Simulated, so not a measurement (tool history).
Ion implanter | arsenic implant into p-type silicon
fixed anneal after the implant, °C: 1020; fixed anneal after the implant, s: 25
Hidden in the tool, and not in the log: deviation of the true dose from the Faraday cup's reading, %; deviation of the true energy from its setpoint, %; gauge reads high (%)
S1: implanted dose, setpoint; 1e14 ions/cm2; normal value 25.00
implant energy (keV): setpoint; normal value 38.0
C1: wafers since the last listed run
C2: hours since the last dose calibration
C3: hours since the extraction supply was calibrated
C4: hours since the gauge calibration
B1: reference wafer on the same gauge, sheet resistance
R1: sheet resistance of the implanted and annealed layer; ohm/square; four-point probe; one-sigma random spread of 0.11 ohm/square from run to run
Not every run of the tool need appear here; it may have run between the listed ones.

{"run": 1, "day": 0.0, "S1": 25.0, "implant energy (keV)": 38.0, "C1": 0, "C2": 1134.7, "C3": 3115.6, "C4": 125.3, "B1": 65.2, "R1": 74.76}
{"run": 2, "day": 0.708, "S1": 25.0, "implant energy (keV)": 38.0, "C1": 332, "C2": 1151.7, "C3": 3132.6, "C4": 142.3, "B1": 65.25, "R1": 74.49}
{"run": 3, "day": 1.079, "S1": 25.0, "implant energy (keV)": 38.0, "C1": 174, "C2": 1160.6, "C3": 3141.5, "C4": 151.2, "B1": 65.32, "R1": 74.45}
{"run": 4, "day": 1.712, "S1": 25.0, "implant energy (keV)": 38.0, "C1": 297, "C2": 1175.8, "C3": 3156.7, "C4": 166.4, "B1": 65.29, "R1": 74.67}
{"run": 5, "day": 2.242, "S1": 25.0, "implant energy (keV)": 30.5, "C1": 248, "C2": 1188.5, "C3": 3169.4, "C4": 179.1, "B1": 65.38, "R1": 81.19}
{"run": 6, "day": 2.542, "S1": 25.0, "implant energy (keV)": 30.5, "C1": 140, "C2": 1195.7, "C3": 3176.6, "C4": 186.3, "B1": 65.37, "R1": 81.38}
{"run": 7, "day": 3.062, "S1": 20.47, "implant energy (keV)": 41.5, "C1": 244, "C2": 1208.2, "C3": 3189.1, "C4": 198.8, "B1": 65.39, "R1": 77.78}
{"run": 8, "day": 3.8, "S1": 20.47, "implant energy (keV)": 41.5, "C1": 346, "C2": 1225.9, "C3": 3206.8, "C4": 216.5, "B1": 65.44, "R1": 77.95}
{"run": 9, "day": 4.358, "S1": 20.47, "implant energy (keV)": 41.5, "C1": 262, "C2": 1239.3, "C3": 3220.2, "C4": 229.9, "B1": 65.5, "R1": 77.75}
{"run": 10, "day": 4.954, "S1": 25.0, "implant energy (keV)": 26.5, "C1": 280, "C2": 1253.6, "C3": 3234.5, "C4": 244.2, "B1": 65.5, "R1": 85.54}
{"day": 4.958, "done": "gauge calibrated"}
{"run": 11, "day": 5.592, "S1": 32.07, "implant energy (keV)": 38.0, "C1": 299, "C2": 1268.9, "C3": 3249.8, "C4": 15.2, "B1": 65.15, "R1": 69.85}
{"run": 12, "day": 6.088, "S1": 19.74, "implant energy (keV)": 42.0, "C1": 233, "C2": 1280.8, "C3": 3261.7, "C4": 27.1, "B1": 65.17, "R1": 78.2}
{"day": 6.725, "done": "Faraday cup replaced and dose calibrated"}
{"day": 6.8, "done": "extraction supply calibrated"}
{"run": 13, "day": 6.821, "S1": 20.6, "implant energy (keV)": 29.5, "C1": 152, "C2": 2.3, "C3": 0.5, "C4": 44.7, "B1": 65.14, "R1": 86.53}

For run 14, what comes out?
{"run": 14, "day": 7.883, "S1": 25.0, "implant energy (keV)": 38.0, "C1": 499, "C2": 27.8, "C3": 26.0, "C4": 70.2, "B1": "?", "R1": "?"}

B1: 65.21
R1: 74.61 ohm/square
With no hidden state in the tool, this same run would have given R1 74.62 ohm/square.
